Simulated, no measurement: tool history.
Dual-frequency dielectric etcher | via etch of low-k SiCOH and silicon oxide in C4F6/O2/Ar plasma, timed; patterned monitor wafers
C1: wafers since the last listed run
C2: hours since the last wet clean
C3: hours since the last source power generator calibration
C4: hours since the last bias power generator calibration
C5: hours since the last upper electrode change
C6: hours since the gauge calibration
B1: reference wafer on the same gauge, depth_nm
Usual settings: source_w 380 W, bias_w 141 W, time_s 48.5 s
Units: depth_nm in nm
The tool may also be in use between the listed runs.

{"run": 1, "hour": 0.0, "source_w": 380, "bias_w": 141, "time_s": 39.0, "C1": 0, "C2": 425.6, "C3": 2743.3, "C4": 2255.2, "C5": 3371.2, "C6": 577.9, "B1": 118.7, "depth_nm": 80.7}
{"hour": 10.1, "done": "wet clean of the chamber"}
{"run": 2, "hour": 68.3, "source_w": 380, "bias_w": 141, "time_s": 39.0, "C1": 609, "C2": 58.2, "C3": 2811.6, "C4": 2323.5, "C5": 3439.5, "C6": 646.2, "B1": 119.1, "depth_nm": 80.6}
{"run": 3, "hour": 130.4, "source_w": 380, "bias_w": 141, "time_s": 39.0, "C1": 651, "C2": 120.3, "C3": 2873.7, "C4": 2385.6, "C5": 3501.6, "C6": 708.3, "B1": 119.1, "depth_nm": 80.9}
{"run": 4, "hour": 175.8, "source_w": 380, "bias_w": 141, "time_s": 48.5, "C1": 476, "C2": 165.7, "C3": 2919.1, "C4": 2431.0, "C5": 3547.0, "C6": 753.7, "B1": 119.0, "depth_nm": 99.6}
{"run": 5, "hour": 222.1, "source_w": 380, "bias_w": 141, "time_s": 48.5, "C1": 485, "C2": 212.0, "C3": 2965.4, "C4": 2477.3, "C5": 3593.3, "C6": 800.0, "B1": 119.1, "depth_nm": 100.2}
{"run": 6, "hour": 260.1, "source_w": 310, "bias_w": 141, "time_s": 48.5, "C1": 398, "C2": 250.0, "C3": 3003.4, "C4": 2515.3, "C5": 3631.3, "C6": 838.0, "B1": 118.7, "depth_nm": 92.4}
{"run": 7, "hour": 318.8, "source_w": 350, "bias_w": 141, "time_s": 44.5, "C1": 615, "C2": 308.7, "C3": 3062.1, "C4": 2574.0, "C5": 3690.0, "C6": 896.7, "B1": 119.1, "depth_nm": 88.7}
{"run": 8, "hour": 390.3, "source_w": 350, "bias_w": 141, "time_s": 44.5, "C1": 749, "C2": 380.2, "C3": 3133.6, "C4": 2645.5, "C5": 3761.5, "C6": 968.2, "B1": 119.1, "depth_nm": 89.1}
{"run": 9, "hour": 416.9, "source_w": 350, "bias_w": 141, "time_s": 44.5, "C1": 278, "C2": 406.8, "C3": 3160.2, "C4": 2672.1, "C5": 3788.1, "C6": 994.8, "B1": 119.2, "depth_nm": 90.0}
{"hour": 463.2, "done": "wet clean of the chamber"}
{"hour": 467.9, "done": "upper electrode replaced"}
{"run": 10, "hour": 472.9, "source_w": 380, "bias_w": 141, "time_s": 48.5, "C1": 286, "C2": 9.7, "C3": 3216.2, "C4": 2728.1, "C5": 5.0, "C6": 1050.8, "B1": 118.7, "depth_nm": 99.7}
{"hour": 515.6, "done": "bias power generator calibrated"}
{"run": 11, "hour": 526.5, "source_w": 380, "bias_w": 141, "time_s": 48.5, "C1": 520, "C2": 63.3, "C3": 3269.8, "C4": 10.9, "C5": 58.6, "C6": 1104.4, "B1": 118.9, "depth_nm": 99.6}
{"hour": 538.9, "done": "source power generator calibrated"}
{"run": 12, "hour": 571.3, "source_w": 380, "bias_w": 141, "time_s": 48.5, "C1": 427, "C2": 108.1, "C3": 32.4, "C4": 55.7, "C5": 103.4, "C6": 1149.2, "B1": 119.2, "depth_nm": 98.5}
{"hour": 607.3, "done": "gauge calibrated"}
{"run": 13, "hour": 635.7, "source_w": 380, "bias_w": 141, "time_s": 39.0, "C1": 675, "C2": 172.5, "C3": 96.8, "C4": 120.1, "C5": 167.8, "C6": 28.4, "B1": 118.9, "depth_nm": 80.6}
{"run": 14, "hour": 671.4, "source_w": 440, "bias_w": 155, "time_s": 37.5, "C1": 374, "C2": 208.2, "C3": 132.5, "C4": 155.8, "C5": 203.5, "C6": 64.1, "B1": 119.0, "depth_nm": 83.1}

Run 15 comes next. What will it give?
{"run": 15, "hour": 738.8, "source_w": 460, "bias_w": 164, "time_s": 36.5, "C1": 706, "C2": 275.6, "C3": 199.9, "C4": 223.2, "C5": 270.9, "C6": 131.5, "B1": "?", "depth_nm": "?"}

{"run 15": {"B1": 119.1, "depth_nm": 85.3}}
Without the tool's hidden state the same run would have given depth_nm 85.3 nm.
